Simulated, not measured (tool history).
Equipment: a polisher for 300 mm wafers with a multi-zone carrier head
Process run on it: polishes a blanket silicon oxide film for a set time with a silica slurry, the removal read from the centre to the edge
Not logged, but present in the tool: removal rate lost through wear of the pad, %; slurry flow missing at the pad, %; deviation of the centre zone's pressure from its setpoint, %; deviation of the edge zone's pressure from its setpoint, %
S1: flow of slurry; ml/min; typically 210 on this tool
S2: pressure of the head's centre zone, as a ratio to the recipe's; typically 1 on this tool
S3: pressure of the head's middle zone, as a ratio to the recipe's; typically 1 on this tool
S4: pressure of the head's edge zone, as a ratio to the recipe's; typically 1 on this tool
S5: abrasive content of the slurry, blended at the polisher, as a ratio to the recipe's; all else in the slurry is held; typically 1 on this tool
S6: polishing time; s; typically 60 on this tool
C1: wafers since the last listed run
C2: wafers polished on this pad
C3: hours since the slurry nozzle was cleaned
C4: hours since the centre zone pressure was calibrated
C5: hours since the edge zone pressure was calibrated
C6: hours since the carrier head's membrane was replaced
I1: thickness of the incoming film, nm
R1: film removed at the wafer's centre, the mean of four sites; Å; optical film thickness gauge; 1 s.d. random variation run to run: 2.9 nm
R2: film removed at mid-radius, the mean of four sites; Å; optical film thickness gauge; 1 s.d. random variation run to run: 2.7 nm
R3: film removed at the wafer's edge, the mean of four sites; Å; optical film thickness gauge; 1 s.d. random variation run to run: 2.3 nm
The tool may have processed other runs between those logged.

run	hour	S1	S2	S3	S4	S5	S6	C1	C2	C3	C4	C5	C6	I1	R1	R2	R3
1	0	210	1	1	1	1	67	0	3720	469.2	335.7	7	492.6	1203.1	2265	2322	2209
2	80.3	210	1.08	1	1.07	1	65	769	4490	549.5	416	87.3	572.9	1200.4	2367	2244	2218
3	154.3	210	1	1	1	1	60	709	5199	623.5	490	161.3	646.9	1231.1	2055	2001	2040
4	291.1	185	1	1	1	1.15	60	1310	6510	760.3	626.8	298.1	783.7	1214.1	2132	2147	2064
# hour 321.2: worn pad replaced by a new one
# hour 325.3: slurry nozzle cleaned
# hour 351.7: carrier head's membrane replaced by a new one
5	395.4	230	1	1	1	0.8	44	903	653	70.1	731.1	402.4	43.7	1208.5	1311	1331	1304
6	436.2	140	1	0.9	1	0.8	60	390	1044	110.9	771.9	443.2	84.5	1216.5	1626	1537	1653
7	501.2	210	0.97	1	1	1	60	622	1667	175.9	836.9	508.2	149.5	1228	1952	2073	1949
8	603.1	210	1	1	1	1	60	976	2643	277.8	938.8	610.1	251.4	1204.9	2004	2086	2031
9	710.3	210	1	1	1	1	46	1027	3670	385	1046	717.3	358.6	1210.9	1458	1594	1534
# hour 781: edge zone pressure recalibrated
10	781.5	170	1	1	1	1	60	663	4334	456.2	1117.2	0.5	429.8	1218.8	1865	1987	1948
11	871.3	210	1.04	1	1	1	60	860	5194	546	1207	90.3	519.6	1195.4	2004	2070	1979
12	933.2	210	1	1	1	1.25	60	593	5787	607.9	1268.9	152.2	581.5	1224	2126	2303	2274
# hour 959.8: centre zone pressure recalibrated
# hour 969.8: worn pad replaced by a new one
13	1060.1	210	1	1.12	0.89	1	60	1158	865	734.8	100.3	279.1	708.4	1207.3	2046	2264	1823
# hour 1083.1: carrier head's membrane replaced by a new one
# hour 1097.4: slurry nozzle cleaned
14	1157.7	210	1	1	1	1	77	877	1742	60.3	197.9	376.7	74.6	1194.3	2633	2617	2616
15	1259.6	245	1	1.08	1	1.15	44	976	2719	162.2	299.8	478.6	176.5	1229.5	1639	1738	1606
16	1345	275	1	1	1	1	60	818	3537	247.6	385.2	564	261.9	1212	2127	2145	2043
# hour 1469.3: edge zone pressure recalibrated
17	1547.6	210	1	1	1	1.1	60	1922	5459	450.2	587.8	78.3	464.5	1212.4	2107	2169	2061
# hour 1591.1: worn pad replaced by a new one
18	1648.9	185	1	1	1.06	1.25	60	932	554	551.5	689.1	179.6	565.8	1215	2130	2271	2202
19	1741.8	160	1	1	1	1	76	890	1444	644.4	782	272.5	658.7	1205.9	2391	2490	2420
# hour 1761.8: slurry nozzle cleaned
# hour 1775.6: carrier head's membrane replaced by a new one
20	1826.9	210	1	1	1	1	68	757	2202	65.1	867.1	357.6	51.3	1206.1	2241	2346	2270
21	1879.7	210	1	0.94	1	1	60	505	2708	117.9	919.9	410.4	104.1	1228.2	1935	1965	1980
22	1953.9	210	1.03	1	1	1	76	711	3419	192.1	994.1	484.6	178.3	1195.7	2467	2644	2573

Measured minus without-hidden-state, run by run (identical run-to-run variation in each term; gauge scatter may differ):
run	R1
1	-4
2	-11
3	-15
4	-30
5	-26
6	-37
7	-54
8	-71
9	-66
10	-97
11	-124
12	-148
13	-21
14	-31
15	-23
16	-35
17	-53
18	-66
19	-88
20	-97
21	-93
22	-133
R2 without the hidden state stays within 1 Å of what was measured, in all runs.
R3: the difference is 0 for every run.
